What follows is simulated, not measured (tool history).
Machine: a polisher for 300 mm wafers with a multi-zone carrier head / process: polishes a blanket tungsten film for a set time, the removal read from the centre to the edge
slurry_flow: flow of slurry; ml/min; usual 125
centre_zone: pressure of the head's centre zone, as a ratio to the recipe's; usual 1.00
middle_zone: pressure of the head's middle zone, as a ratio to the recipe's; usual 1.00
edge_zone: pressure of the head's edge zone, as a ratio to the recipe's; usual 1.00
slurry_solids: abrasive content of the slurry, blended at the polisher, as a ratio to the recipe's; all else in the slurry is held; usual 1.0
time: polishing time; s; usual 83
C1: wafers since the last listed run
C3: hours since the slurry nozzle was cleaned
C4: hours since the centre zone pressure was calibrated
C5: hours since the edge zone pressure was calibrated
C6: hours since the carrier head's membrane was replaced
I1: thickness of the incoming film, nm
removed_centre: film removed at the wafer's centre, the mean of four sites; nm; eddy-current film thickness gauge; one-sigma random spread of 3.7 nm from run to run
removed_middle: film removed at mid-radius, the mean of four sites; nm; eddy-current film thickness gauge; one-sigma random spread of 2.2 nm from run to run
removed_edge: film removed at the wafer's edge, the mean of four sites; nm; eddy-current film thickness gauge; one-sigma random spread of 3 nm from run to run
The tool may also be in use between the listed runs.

{"run": 1, "hour": 0.0, "slurry_flow": 110, "centre_zone": 1.0, "middle_zone": 1.0, "edge_zone": 1.0, "slurry_solids": 1.1, "time": 83, "C1": 0, "wafers polished on this pad": 267, "C3": 332.6, "C4": 381.5, "C5": 584.2, "C6": 862.5, "I1": 1143.9, "removed_centre": 264.6, "removed_middle": 266.8, "removed_edge": 275.3}
{"run": 2, "hour": 54.3, "slurry_flow": 110, "centre_zone": 1.0, "middle_zone": 1.0, "edge_zone": 1.0, "slurry_solids": 1.1, "time": 83, "C1": 464, "wafers polished on this pad": 731, "C3": 386.9, "C4": 435.8, "C5": 638.5, "C6": 916.8, "I1": 1149.6, "removed_centre": 265.0, "removed_middle": 267.3, "removed_edge": 274.1}
{"run": 3, "hour": 119.2, "slurry_flow": 125, "centre_zone": 1.0, "middle_zone": 1.0, "edge_zone": 0.96, "slurry_solids": 1.0, "time": 83, "C1": 555, "wafers polished on this pad": 1286, "C3": 451.8, "C4": 500.7, "C5": 703.4, "C6": 981.7, "I1": 1156.5, "removed_centre": 275.2, "removed_middle": 267.9, "removed_edge": 271.1}
{"hour": 137.1, "done": "worn pad replaced by a new one"}
{"run": 4, "hour": 180.5, "slurry_flow": 125, "centre_zone": 1.0, "middle_zone": 1.0, "edge_zone": 1.0, "slurry_solids": 1.0, "time": 83, "C1": 490, "wafers polished on this pad": 371, "C3": 513.1, "C4": 562.0, "C5": 764.7, "C6": 1043.0, "I1": 1119.9, "removed_centre": 273.2, "removed_middle": 263.6, "removed_edge": 278.2}
{"hour": 227.2, "done": "slurry nozzle cleaned"}
{"run": 5, "hour": 252.1, "slurry_flow": 125, "centre_zone": 1.0, "middle_zone": 1.0, "edge_zone": 1.0, "slurry_solids": 1.0, "time": 83, "C1": 603, "wafers polished on this pad": 975, "C3": 24.9, "C4": 633.6, "C5": 836.3, "C6": 1114.6, "I1": 1145.0, "removed_centre": 262.5, "removed_middle": 266.9, "removed_edge": 276.2}
{"hour": 293.9, "done": "carrier head's membrane replaced by a new one"}
{"hour": 299.2, "done": "worn pad replaced by a new one"}
{"run": 6, "hour": 305.0, "slurry_flow": 125, "centre_zone": 1.0, "middle_zone": 1.0, "edge_zone": 1.0, "slurry_solids": 1.0, "time": 83, "C1": 375, "wafers polished on this pad": 49, "C3": 77.8, "C4": 686.5, "C5": 889.2, "C6": 11.1, "I1": 1138.5, "removed_centre": 275.1, "removed_middle": 267.6, "removed_edge": 275.8}
{"hour": 308.1, "done": "edge zone pressure recalibrated"}
{"run": 7, "hour": 364.5, "slurry_flow": 125, "centre_zone": 1.0, "middle_zone": 1.0, "edge_zone": 1.0, "slurry_solids": 1.0, "time": 83, "C1": 491, "wafers polished on this pad": 541, "C3": 137.3, "C4": 746.0, "C5": 56.4, "C6": 70.6, "I1": 1134.7, "removed_centre": 266.7, "removed_middle": 267.7, "removed_edge": 267.8}
{"run": 8, "hour": 406.9, "slurry_flow": 125, "centre_zone": 1.0, "middle_zone": 1.0, "edge_zone": 1.0, "slurry_solids": 1.0, "time": 83, "C1": 362, "wafers polished on this pad": 903, "C3": 179.7, "C4": 788.4, "C5": 98.8, "C6": 113.0, "I1": 1138.9, "removed_centre": 262.9, "removed_middle": 268.1, "removed_edge": 274.4}
{"run": 9, "hour": 458.8, "slurry_flow": 110, "centre_zone": 1.0, "middle_zone": 1.0, "edge_zone": 1.0, "slurry_solids": 1.1, "time": 83, "C1": 443, "wafers polished on this pad": 1347, "C3": 231.6, "C4": 840.3, "C5": 150.7, "C6": 164.9, "I1": 1124.4, "removed_centre": 267.4, "removed_middle": 264.8, "removed_edge": 276.2}
{"hour": 488.9, "done": "worn pad replaced by a new one"}
{"run": 10, "hour": 508.5, "slurry_flow": 150, "centre_zone": 1.08, "middle_zone": 0.92, "edge_zone": 1.0, "slurry_solids": 1.0, "time": 66, "C1": 390, "wafers polished on this pad": 167, "C3": 281.3, "C4": 890.0, "C5": 200.4, "C6": 214.6, "I1": 1152.3, "removed_centre": 246.9, "removed_middle": 207.8, "removed_edge": 225.7}
{"run": 11, "hour": 553.0, "slurry_flow": 125, "centre_zone": 1.0, "middle_zone": 1.08, "edge_zone": 1.11, "slurry_solids": 1.0, "time": 83, "C1": 380, "wafers polished on this pad": 548, "C3": 325.8, "C4": 934.5, "C5": 244.9, "C6": 259.1, "I1": 1132.8, "removed_centre": 272.1, "removed_middle": 280.0, "removed_edge": 292.9}
{"run": 12, "hour": 621.9, "slurry_flow": 125, "centre_zone": 0.93, "middle_zone": 1.0, "edge_zone": 1.0, "slurry_solids": 1.3, "time": 91, "C1": 589, "wafers polished on this pad": 1137, "C3": 394.7, "C4": 1003.4, "C5": 313.8, "C6": 328.0, "I1": 1139.1, "removed_centre": 294.0, "removed_middle": 308.3, "removed_edge": 326.1}

Run 13 has not been measured yet. What should we expect?
{"hour": 629.0, "done": "centre zone pressure recalibrated"}
{"hour": 650.5, "done": "worn pad replaced by a new one"}
{"run": 13, "hour": 659.7, "slurry_flow": 125, "centre_zone": 1.0, "middle_zone": 1.0, "edge_zone": 1.0, "slurry_solids": 1.0, "time": 83, "C1": 271, "wafers polished on this pad": 78, "C3": 432.5, "C4": 30.7, "C5": 351.6, "C6": 365.8, "I1": 1156.5, "removed_centre": "?", "removed_middle": "?", "removed_edge": "?"}

{"run 13": {"removed_centre": 273.0, "removed_middle": 270.2, "removed_edge": 273.1}}
Without the tool's hidden state the same run would have given removed_centre 273.0 nm, removed_middle 270.2 nm, removed_edge 273.1 nm.
